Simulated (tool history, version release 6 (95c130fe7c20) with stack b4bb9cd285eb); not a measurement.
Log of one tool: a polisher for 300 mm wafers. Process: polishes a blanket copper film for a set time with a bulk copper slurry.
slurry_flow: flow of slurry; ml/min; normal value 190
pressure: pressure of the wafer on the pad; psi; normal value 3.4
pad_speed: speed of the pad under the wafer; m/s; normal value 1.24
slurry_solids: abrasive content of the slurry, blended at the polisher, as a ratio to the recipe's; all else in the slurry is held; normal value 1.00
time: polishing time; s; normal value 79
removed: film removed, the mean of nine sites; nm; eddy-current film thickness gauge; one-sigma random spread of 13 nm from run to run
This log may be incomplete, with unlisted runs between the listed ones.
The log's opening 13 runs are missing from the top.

run,hour,slurry_flow,pressure,pad_speed,slurry_solids,time,"incoming thickness of the incoming film, nm",removed
14,177.4,190,3.4,1.04,1.00,79,3145.2,760.7
15,184.0,245,3.4,1.54,0.90,100,3135.3,1432.8
# hour 188.7: slurry nozzle cleaned
16,194.1,190,4.2,1.24,1.25,79,3114.3,1083.1
# hour 201.9: worn pad replaced by a new one, of another model than before
17,210.9,190,3.4,1.24,1.00,79,3160.3,972.9
18,223.1,170,3.4,1.24,1.00,79,3164.6,944.2
19,252.0,145,4.1,1.24,0.75,64,3057.5,834.6
20,269.2,130,2.9,1.50,1.00,104,3094.4,1163.6
21,283.9,190,3.4,1.24,1.20,59,3090.0,702.3
22,301.1,230,2.7,1.24,0.90,61,3103.2,536.8
# hour 307.0: worn pad replaced by a new one
# hour 311.1: head pressure recalibrated
23,311.6,190,3.4,1.40,1.00,64,3133.6,863.5
24,317.1,190,3.4,1.24,1.00,79,3078.5,973.6
25,326.9,190,3.4,1.24,1.00,79,3110.4,965.2
26,334.8,190,3.4,1.24,1.00,79,3113.7,962.1
27,342.2,190,3.0,1.24,1.00,79,3145.3,812.7
28,392.1,190,3.4,1.24,0.90,59,3102.7,672.5
29,403.7,190,3.4,1.24,0.85,79,3128.5,844.0
30,412.2,235,3.4,1.24,0.80,79,3112.5,857.4
# hour 417.4: worn pad replaced by a new one
# hour 422.8: slurry blender recalibrated
31,430.1,190,3.4,1.24,1.00,79,3045.4,969.5

Here are 3 independent what-if runs from the current tool condition. What would each one return?
A,430.5,190,3.4,1.24,1.00,79,3101.7,?
B,430.5,190,3.4,1.24,1.00,106,3101.7,?
C,430.5,190,2.8,1.24,1.00,79,3101.7,?

run,removed
A,960.8
B,1289.2
C,791.3
Had the tool no hidden state, the same runs would have come out as:
run,removed
A,979.3
B,1314.0
C,806.5
